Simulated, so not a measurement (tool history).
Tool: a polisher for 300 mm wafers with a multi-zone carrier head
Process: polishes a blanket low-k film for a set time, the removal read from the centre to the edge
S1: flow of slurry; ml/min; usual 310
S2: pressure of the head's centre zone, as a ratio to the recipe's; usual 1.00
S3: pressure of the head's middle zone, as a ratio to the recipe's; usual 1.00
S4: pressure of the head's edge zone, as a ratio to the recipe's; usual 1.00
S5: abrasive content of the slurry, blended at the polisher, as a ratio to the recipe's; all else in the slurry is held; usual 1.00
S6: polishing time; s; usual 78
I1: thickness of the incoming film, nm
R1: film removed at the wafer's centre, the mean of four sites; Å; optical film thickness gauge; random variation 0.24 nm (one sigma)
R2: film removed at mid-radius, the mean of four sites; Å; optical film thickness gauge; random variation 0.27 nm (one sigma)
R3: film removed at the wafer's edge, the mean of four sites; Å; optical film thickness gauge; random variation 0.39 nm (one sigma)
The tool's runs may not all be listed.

run	hour	S1	S2	S3	S4	S5	S6	I1	R1	R2	R3
1	0.0	375	1.00	1.00	0.95	1.00	78	714.1	271	296	274
2	8.6	310	1.00	1.07	1.00	1.00	78	720.8	270	309	267
# hour 14.6: worn pad replaced by a new one
3	15.4	310	0.96	0.90	1.00	1.00	78	724.3	285	307	308
4	26.8	370	1.00	1.00	1.00	0.90	95	708.8	336	362	343
5	36.5	310	1.00	1.00	0.95	1.00	78	723.9	284	318	289
# hour 47.6: centre zone pressure recalibrated
6	48.1	310	1.00	1.00	1.00	1.00	78	723.5	299	305	291
7	55.8	230	1.00	1.00	1.00	1.00	78	724.5	287	302	282
8	64.6	310	0.91	1.08	1.00	1.00	78	726.5	271	313	283
9	74.3	310	1.00	1.00	1.00	0.85	78	731.3	262	268	255
10	81.0	200	0.95	1.00	0.88	0.90	78	725.9	254	275	241
# hour 92.4: carrier head's membrane replaced by a new one
11	96.0	260	1.00	1.11	1.06	1.25	78	724.6	321	351	328
12	109.1	310	1.04	1.00	1.00	1.00	78	727.2	300	303	280
# hour 114.0: worn pad replaced by a new one
13	120.9	310	1.00	1.00	1.07	1.00	78	731.3	306	321	308
14	135.7	310	1.09	1.00	1.00	1.00	78	714.5	317	306	292
15	148.7	310	1.00	1.00	1.00	1.00	78	721.3	291	300	285
16	161.5	310	1.00	1.06	1.00	1.00	78	719.5	288	316	283
17	175.1	285	1.00	1.00	1.00	1.00	78	725.6	281	295	283
18	186.9	310	1.00	1.00	1.00	1.20	88	718.8	356	368	344
19	199.0	310	1.00	1.00	1.00	1.00	78	721.7	284	296	275
20	210.1	410	1.06	1.00	0.91	1.00	78	712.1	302	293	268
21	224.9	310	1.00	1.00	1.00	0.90	100	716.7	337	350	336
# hour 232.6: worn pad replaced by a new one
22	233.1	310	1.00	1.00	0.96	1.00	78	732.3	305	320	297

Forecast each of these 4 alternatives for the next run:
A	233.5	310	0.93	1.00	1.00	1.00	78	718.6	?	?	?
B	233.5	310	1.00	1.00	1.05	1.00	78	718.6	?	?	?
C	233.5	310	1.00	1.00	1.03	0.75	78	718.6	?	?	?
D	233.5	310	1.04	1.09	1.00	1.20	78	718.6	?	?	?

run	R1	R2	R3
A	289	318	307
B	307	317	314
C	254	263	258
D	349	370	337
Without the tool's hidden state the same runs would have given:
run	R1	R2	R3
A	299	322	311
B	318	322	319
C	263	267	262
D	361	376	342
